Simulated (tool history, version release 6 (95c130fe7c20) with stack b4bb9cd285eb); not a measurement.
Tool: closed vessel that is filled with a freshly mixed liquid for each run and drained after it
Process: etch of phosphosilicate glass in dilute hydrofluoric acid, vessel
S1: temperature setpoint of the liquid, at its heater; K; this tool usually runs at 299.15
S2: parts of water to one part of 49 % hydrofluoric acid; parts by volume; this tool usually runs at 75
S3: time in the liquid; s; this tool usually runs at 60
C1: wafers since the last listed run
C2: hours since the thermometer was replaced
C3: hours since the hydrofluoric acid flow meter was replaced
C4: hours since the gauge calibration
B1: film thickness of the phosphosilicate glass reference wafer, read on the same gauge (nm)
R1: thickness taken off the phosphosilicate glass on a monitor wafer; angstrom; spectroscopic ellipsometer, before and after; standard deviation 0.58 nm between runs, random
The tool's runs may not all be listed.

run,hour,S1,S2,S3,C1,C2,C3,C4,B1,R1
1,0,299.15,75,35,0,2922.9,1252,95.9,90,629.3
2,12.9,299.15,75,35,1826,2935.8,1264.9,108.8,89.99,625.8
3,19.8,299.15,90,60,976,2942.7,1271.8,115.7,90,879.5
4,34.1,299.15,90,60,2024,2957,1286.1,130,89.99,873.3
5,46.1,299.15,90,60,1698,2969,1298.1,142,89.99,867
6,57.8,299.15,75,60,1656,2980.7,1309.8,153.7,90.02,1073.6
7,68.8,299.15,75,45,1557,2991.7,1320.8,164.7,90.03,794
8,116.9,299.15,75,45,6809,3039.8,1368.9,212.8,90.01,802.5
9,124.7,299.15,75,60,1104,3047.6,1376.7,220.6,90,1068
10,141.6,299.15,65,60,2392,3064.5,1393.6,237.5,90,1245.8
11,157.2,299.15,65,60,2208,3080.1,1409.2,253.1,89.99,1240.4
12,168.7,295.15,65,75,1627,3091.6,1420.7,264.6,89.97,1325.4
13,175.1,299.15,75,60,905,3098,1427.1,271,89.98,1061.9
14,192.5,299.15,100,30,2463,3115.4,1444.5,288.4,89.99,384.2
15,198.9,299.15,105,95,905,3121.8,1450.9,294.8,90,1136.5
16,210.1,299.15,75,40,1585,3133,1462.1,306,90,700.9
# hour 210.8: gauge calibrated
# hour 216.9: hydrofluoric acid flow meter replaced
17,225.3,299.15,75,60,2010,3148.2,8.4,14.5,89.99,1191.8
18,242.4,299.15,55,45,2420,3165.3,25.5,31.6,90.02,1246.9
# hour 249.3: thermometer replaced
19,275,295.65,60,60,4473,25.7,58.1,64.2,89.99,1295.7
20,284.6,299.15,75,60,1358,35.3,67.7,73.8,90.01,1174.8
21,300,299.15,60,60,2180,50.7,83.1,89.2,90.01,1521.8
22,313.7,299.15,75,60,1939,64.4,96.8,102.9,89.98,1178.6
23,321.7,302.65,35,60,1132,72.4,104.8,110.9,90.02,3091

5 ways to go on from here, each from the tool as it stands after run 23. What would each give?
A,322.4,299.15,75,85,99,73.1,105.5,111.6,?,?
B,322.4,299.15,105,60,99,73.1,105.5,111.6,?,?
C,322.4,301.65,75,90,99,73.1,105.5,111.6,?,?
D,322.4,297.65,50,45,99,73.1,105.5,111.6,?,?
E,322.4,295.15,110,70,99,73.1,105.5,111.6,?,?

run,B1,R1
A,90,1682.4
B,90,815.3
C,90,1964.9
D,90,1300.7
E,90,770.9
The same runs, with their run-to-run variation unchanged, on a tool lacking any hidden condition would have given:
run,R1
A,1699.2
B,823.7
C,1984.6
D,1313.5
E,778.8
